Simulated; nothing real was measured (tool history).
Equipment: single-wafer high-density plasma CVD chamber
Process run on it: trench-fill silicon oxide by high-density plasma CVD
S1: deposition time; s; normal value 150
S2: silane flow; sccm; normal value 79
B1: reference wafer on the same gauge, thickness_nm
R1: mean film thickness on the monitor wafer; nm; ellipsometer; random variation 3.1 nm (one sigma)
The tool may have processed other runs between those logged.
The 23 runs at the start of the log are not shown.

run	hour	S1	S2	B1	R1
24	525.4	173	74	968.847	1250.540
25	546.5	123	93	970.598	1031.838
26	573.8	174	87	970.032	1400.825
# hour 600.0: gauge calibrated
27	642.1	177	70	970.612	1236.658
28	665.9	163	64	969.831	1074.094
29	698.8	150	79	970.422	1133.815
30	712.8	133	79	969.491	1001.201
31	728.8	173	65	969.966	1155.489
32	747.2	127	73	969.299	911.380

The next listed run, before its measurement:
33	773.8	127	86	?	?

{"run 33": {"B1": 970.259, "R1": 1015.938}}
Were there no unlogged condition in the tool, this run, its random variation unchanged, would have produced R1 973.277 nm.
